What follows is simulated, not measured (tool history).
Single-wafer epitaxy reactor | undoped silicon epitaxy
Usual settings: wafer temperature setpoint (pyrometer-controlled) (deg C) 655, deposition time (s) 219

run,hour,wafer temperature setpoint (pyrometer-controlled) (deg C),deposition time (s),"read-back reference wafer on the same gauge, thickness_nm",mean film thickness on the monitor wafer (Å)
1,0,655,219,46.357,386.75
2,21.6,655,219,46.328,390.1
3,56.4,663,219,46.269,473.8
4,88.8,655,219,46.28,385.86
5,159.4,655,219,46.399,387.68
6,179.2,655,219,46.264,389.83
7,208.7,655,219,46.277,386.56
8,226.8,655,219,46.234,392.79
9,255.7,655,253,46.201,447.33
10,287.4,655,253,46.272,446.43
11,303,655,253,46.245,451.61
12,319.8,644,219,46.374,296.72
13,351.3,663,195,46.304,416.31
14,364,663,195,46.24,422.38
15,382.6,655,219,46.25,391.3
16,441.2,646,219,46.289,311.55
# hour 466.4: pyrometer calibrated
17,469.8,651,219,46.264,365.94
18,519.1,655,219,46.284,399.49
19,544.2,655,219,46.352,401.97
20,563.3,655,219,46.323,398.82
21,592.7,655,219,46.395,397
22,609.8,661,246,46.318,517.08
23,639.5,648,248,46.197,378.5
24,672,663,196,46.408,430.86
25,702.4,655,219,46.378,395.86
26,716.8,668,261,46.262,640.07
27,747.1,668,261,46.301,641.72
28,781.8,650,190,46.268,299.43
# hour 806.9: gauge calibrated
29,809.5,661,255,46.359,527.43
30,843.9,651,230,46.294,372.77
31,861.4,655,219,46.299,395.01
32,896.9,662,238,46.304,505.98
33,930.4,661,191,46.284,395.95
34,960.3,655,192,46.276,340.97
35,980.1,670,188,46.318,478.25
36,1009.3,662,219,46.275,464.78
37,1022.6,655,231,46.263,408.86
38,1049.1,641,206,46.238,254.78
39,1085,650,219,46.371,347.86
40,1098.2,655,219,46.266,387.24

5 ways to go on from here, each from the tool as it stands after run 40. What would each give?
A,1098.7,655,219,?,?
B,1098.7,668,207,?,?
C,1098.7,663,245,?,?
D,1098.7,669,252,?,?
E,1098.7,641,235,?,?

run,"read-back reference wafer on the same gauge, thickness_nm",mean film thickness on the monitor wafer (Å)
A,46.329,392.61
B,46.329,508.81
C,46.329,534
D,46.329,634.38
E,46.329,296.46
Without the tool's hidden state the same runs would have given:
run,mean film thickness on the monitor wafer (Å)
A,408.14
B,528.3
C,554.71
D,658.62
E,308.62
